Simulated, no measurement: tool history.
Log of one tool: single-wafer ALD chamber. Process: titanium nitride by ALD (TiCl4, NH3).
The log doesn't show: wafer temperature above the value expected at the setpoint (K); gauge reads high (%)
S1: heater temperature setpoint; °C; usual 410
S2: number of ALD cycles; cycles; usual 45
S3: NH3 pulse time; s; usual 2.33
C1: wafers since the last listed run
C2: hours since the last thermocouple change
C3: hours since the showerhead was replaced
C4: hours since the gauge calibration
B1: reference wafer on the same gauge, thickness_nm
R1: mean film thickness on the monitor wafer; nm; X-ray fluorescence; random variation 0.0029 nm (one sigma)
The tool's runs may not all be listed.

run	hour	S1	S2	S3	C1	C2	C3	C4	B1	R1
1	0	410	45	2.33	0	1842.7	4507.6	142	1.109	1.019
2	8.8	410	45	1.96	26	1851.5	4516.4	150.8	1.11	1.012
3	20	410	45	1.96	33	1862.7	4527.6	162	1.109	1.01
4	30.7	410	45	2.33	32	1873.4	4538.3	172.7	1.111	1.017
5	40.1	410	45	2.33	28	1882.8	4547.7	182.1	1.11	1.021
# hour 45.6: gauge calibrated
6	54.1	410	45	2.33	42	1896.8	4561.7	8.5	1.109	1.023
7	70.5	410	45	2.33	49	1913.2	4578.1	24.9	1.109	1.026
8	85.9	410	45	2.33	46	1928.6	4593.5	40.3	1.111	1.021
9	102.8	410	45	2.33	50	1945.5	4610.4	57.2	1.11	1.02
# hour 114.5: showerhead replaced
10	119.8	410	45	2.33	27	1962.5	5.3	74.2	1.11	1.02
11	126.4	410	45	2.33	19	1969.1	11.9	80.8	1.11	1.021
12	139.4	410	45	2.33	39	1982.1	24.9	93.8	1.11	1.023
13	147.8	410	45	2.33	25	1990.5	33.3	102.2	1.109	1.022
14	154.3	415	45	2.33	19	1997	39.8	108.7	1.11	1.026
15	163.3	415	45	2.33	27	2006	48.8	117.7	1.112	1.02
16	176.7	410	45	2.79	40	2019.4	62.2	131.1	1.109	1.025
17	190.7	410	48	1.45	42	2033.4	76.2	145.1	1.11	1.066
18	204.6	406	45	1.79	41	2047.3	90.1	159	1.11	1.01
19	221.6	410	45	2.33	51	2064.3	107.1	176	1.11	1.017
20	230.8	400	39	1.85	27	2073.5	116.3	185.2	1.11	0.872
# hour 239.4: gauge calibrated
21	240.3	397	45	3.02	28	2083	125.8	0.9	1.108	1.019
22	251.4	410	45	2.33	33	2094.1	136.9	12	1.11	1.022
23	258.1	405	38	1.73	20	2100.8	143.6	18.7	1.111	0.847
# hour 276.7: thermocouple changed; heater temperature recalibrated
24	277.2	410	45	2.33	33	0.5	162.7	37.8	1.11	1.022
25	284.3	410	45	2.33	21	7.6	169.8	44.9	1.11	1.023
26	291	417	45	2.67	20	14.3	176.5	51.6	1.109	1.027
27	301.5	401	52	1.9	31	24.8	187	62.1	1.111	1.168
28	317.7	424	45	3.13	48	41	203.2	78.3	1.11	1.034
29	325	410	43	1.68	21	48.3	210.5	85.6	1.11	0.959
30	341.3	410	45	2.82	48	64.6	226.8	101.9	1.11	1.028
31	347.3	410	45	2.33	18	70.6	232.8	107.9	1.11	1.02

Hidden state at the last listed run before each entry between runs and at the first one after, where it differs:
Between runs 5 and 6: gauge calibrated (hour 45.6)
  no hidden state differs between the two runs
Between runs 9 and 10: showerhead replaced (hour 114.5)
  no hidden state differs between the two runs
Between runs 20 and 21: gauge calibrated (hour 239.4)
  no hidden state differs between the two runs
Between runs 23 and 24: thermocouple changed; heater temperature recalibrated (hour 276.7)
  no hidden state differs between the two runs
